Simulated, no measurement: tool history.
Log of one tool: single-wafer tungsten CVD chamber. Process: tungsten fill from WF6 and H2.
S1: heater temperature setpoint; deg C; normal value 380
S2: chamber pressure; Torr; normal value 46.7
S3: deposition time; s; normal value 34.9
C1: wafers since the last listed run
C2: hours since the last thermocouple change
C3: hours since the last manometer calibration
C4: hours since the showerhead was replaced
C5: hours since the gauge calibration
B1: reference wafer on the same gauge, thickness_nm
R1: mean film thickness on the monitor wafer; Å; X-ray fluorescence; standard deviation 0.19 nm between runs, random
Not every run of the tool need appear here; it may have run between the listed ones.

run	hour	S1	S2	S3	C1	C2	C3	C4	C5	B1	R1
1	0.0	380	42.3	34.9	0	2181.8	1243.6	5733.9	784.5	71.101	828.36
# hour 19.4: showerhead replaced
2	68.7	380	38.7	34.9	1485	2250.5	1312.3	49.3	853.2	71.094	798.20
3	122.2	380	46.7	34.9	1309	2304.0	1365.8	102.8	906.7	71.082	870.10
4	173.8	380	46.7	34.9	1263	2355.6	1417.4	154.4	958.3	71.112	864.36
5	215.5	380	46.7	34.9	1020	2397.3	1459.1	196.1	1000.0	71.064	864.54
6	346.6	380	46.7	34.9	3209	2528.4	1590.2	327.2	1131.1	71.130	862.27
7	401.3	380	46.7	34.9	1339	2583.1	1644.9	381.9	1185.8	71.124	866.83
8	456.5	380	46.7	34.9	1351	2638.3	1700.1	437.1	1241.0	71.124	867.52
9	501.0	380	46.7	37.9	1089	2682.8	1744.6	481.6	1285.5	71.100	938.29
# hour 535.6: capacitance manometer re-zeroed and calibrated
10	539.2	371	42.6	40.6	739	2721.0	3.6	519.8	1323.7	71.143	822.22
11	578.4	393	49.8	37.1	959	2760.2	42.8	559.0	1362.9	71.105	1186.16
12	643.4	367	55.5	33.1	1591	2825.2	107.8	624.0	1427.9	71.073	699.23
13	696.2	375	46.7	34.9	1292	2878.0	160.6	676.8	1480.7	71.118	790.16
14	733.8	390	52.3	34.9	920	2915.6	198.2	714.4	1518.3	71.105	1086.05
15	794.1	380	46.7	34.9	1476	2975.9	258.5	774.7	1578.6	71.080	868.50
16	866.1	391	39.3	34.9	1762	3047.9	330.5	846.7	1650.6	71.111	972.75
17	1044.5	395	41.8	37.6	4367	3226.3	508.9	1025.1	1829.0	71.104	1153.25
# hour 1064.6: thermocouple changed; heater temperature recalibrated
18	1095.6	380	46.7	34.9	1055	31.0	560.0	1076.2	1880.1	71.128	867.18
# hour 1099.0: gauge calibrated
19	1130.7	380	46.7	34.9	859	66.1	595.1	1111.3	31.7	71.117	868.77
20	1318.2	380	46.7	34.9	4590	253.6	782.6	1298.8	219.2	71.114	863.74
21	1366.6	380	46.7	34.9	1184	302.0	831.0	1347.2	267.6	71.100	864.56
22	1399.6	380	46.7	34.9	807	335.0	864.0	1380.2	300.6	71.129	864.93

Predict the results of run 23:
23	1469.9	380	46.7	34.9	1720	405.3	934.3	1450.5	370.9	?	?

{"run 23": {"B1": 71.076, "R1": 864.1}}
Were there no unlogged condition in the tool, this run, its random variation unchanged, would have produced R1 864.10 Å.
